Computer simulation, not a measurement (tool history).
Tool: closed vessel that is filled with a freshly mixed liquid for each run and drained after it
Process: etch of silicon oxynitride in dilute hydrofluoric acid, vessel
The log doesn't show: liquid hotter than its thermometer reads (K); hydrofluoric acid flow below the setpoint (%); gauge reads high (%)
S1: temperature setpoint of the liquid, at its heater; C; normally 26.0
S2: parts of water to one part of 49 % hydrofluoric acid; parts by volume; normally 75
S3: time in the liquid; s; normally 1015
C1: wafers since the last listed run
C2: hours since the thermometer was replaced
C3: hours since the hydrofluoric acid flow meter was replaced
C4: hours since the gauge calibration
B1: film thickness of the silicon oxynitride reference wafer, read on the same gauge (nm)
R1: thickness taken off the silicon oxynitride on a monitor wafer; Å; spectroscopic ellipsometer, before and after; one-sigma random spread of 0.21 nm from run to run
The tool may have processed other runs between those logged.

run     day    S1   S2    S3    C1      C2      C3     C4      B1      R1
  1   0.000  26.0   75  1015     0   812.8  1925.3   41.1  120.03   487.6
  2   0.933  26.0   75  1015  1645   835.2  1947.7   63.5  120.00   487.3
  3   2.271  26.0   75  1015  2358   867.3  1979.8   95.6  120.00   484.6
  4   3.404  26.0   75  1015  1998   894.5  2007.0  122.8  120.02   485.0
  5   4.700  30.0   75  1015  2284   925.6  2038.1  153.9  119.99   583.8
  6   6.000  30.0   75  1015  2291   956.8  2069.3  185.1  120.04   581.3
  7   7.250  30.0   75  1015  2203   986.8  2099.3  215.1  120.03   584.8
  8   8.008  26.0   75  1310  1336  1005.0  2117.5  233.3  119.99   625.4
  9   9.479  22.0   75   795  2593  1040.3  2152.8  268.6  119.98   315.6
 10  10.871  22.0   75   795  2453  1073.7  2186.2  302.0  120.01   317.8
 11  11.767  22.0   75   795  1579  1095.2  2207.7  323.5  120.01   313.9
 12  12.754  26.0   75  1015  1740  1118.9  2231.4  347.2  119.99   485.6
 13  14.150  26.0   75  1015  2460  1152.4  2264.9  380.7  120.03   489.8
     14.462  -- gauge calibrated
 14  16.062  26.0   75  1015  3371  1198.3  2310.8   38.4  120.03   484.9
 15  16.708  22.0   75   795  1138  1213.8  2326.3   53.9  120.04   317.2
 16  18.183  30.5   45  1015  2600  1249.2  2361.7   89.3  120.05  1032.6
 17  19.225  26.0   75  1015  1836  1274.2  2386.7  114.3  120.02   489.8
 18  20.154  26.0  105   430  1638  1296.5  2409.0  136.6  120.02   144.0
 19  21.058  22.0   75   795  1594  1318.2  2430.7  158.3  119.99   317.0
 20  22.088  26.0   75  1015  1814  1342.9  2455.4  183.0  119.95   489.4
     23.379  -- thermometer replaced
 21  23.492  28.5   95  1540  2402     2.7  2489.1  216.7  120.03   607.3
     24.138  -- hydrofluoric acid flow meter replaced
 22  26.192  29.5   75  1255  4686    67.5    49.3  281.5  119.99   708.9
 23  27.158  23.0  115   780  1704    90.7    72.5  304.7  120.00   206.0
 24  27.954  27.5   50   610  1403   109.8    91.6  323.8  120.01   482.9
 25  29.288  22.0   75  1015  2350   141.8   123.6  355.8  119.99   403.5
 26  30.104  23.5   75   655  1439   161.4   143.2  375.4  119.98   281.6
 27  30.604  26.0   75  1015   881   173.4   155.2  387.4  120.01   489.1
     30.925  -- gauge calibrated
 28  31.350  22.5   45  1015  1314   191.3   173.1   10.2  120.04   710.5
 29  31.962  26.0   75  1015  1079   206.0   187.8   24.9  120.02   490.2

For some of the steps in R1 from one run to the next: how much would appear even if the tool had no hidden state, given the settings, what came in and random variation, and how much remains for the hidden state plus any gauge scatter that the measured result and the result without hidden state don't share?
Run 15 -> 16: S1 22.0 -> 30.5, S2 75 -> 45, S3 795 -> 1015. R1 +715.4 Å: hidden state -5.8, all else +721.2.
Run 16 -> 17: S1 30.5 -> 26.0, S2 45 -> 75. R1 -542.8 Å: hidden state +3.9, all else -546.7.
Run 20 -> 21: S1 26.0 -> 28.5, S2 75 -> 95, S3 1015 -> 1540, thermometer replaced. R1 +117.9 Å: hidden state -38.9, all else +156.8.
Run 21 -> 22: S1 28.5 -> 29.5, S2 95 -> 75, S3 1540 -> 1255, hydrofluoric acid flow meter replaced. R1 +101.6 Å: hidden state +39.3, all else +62.3.
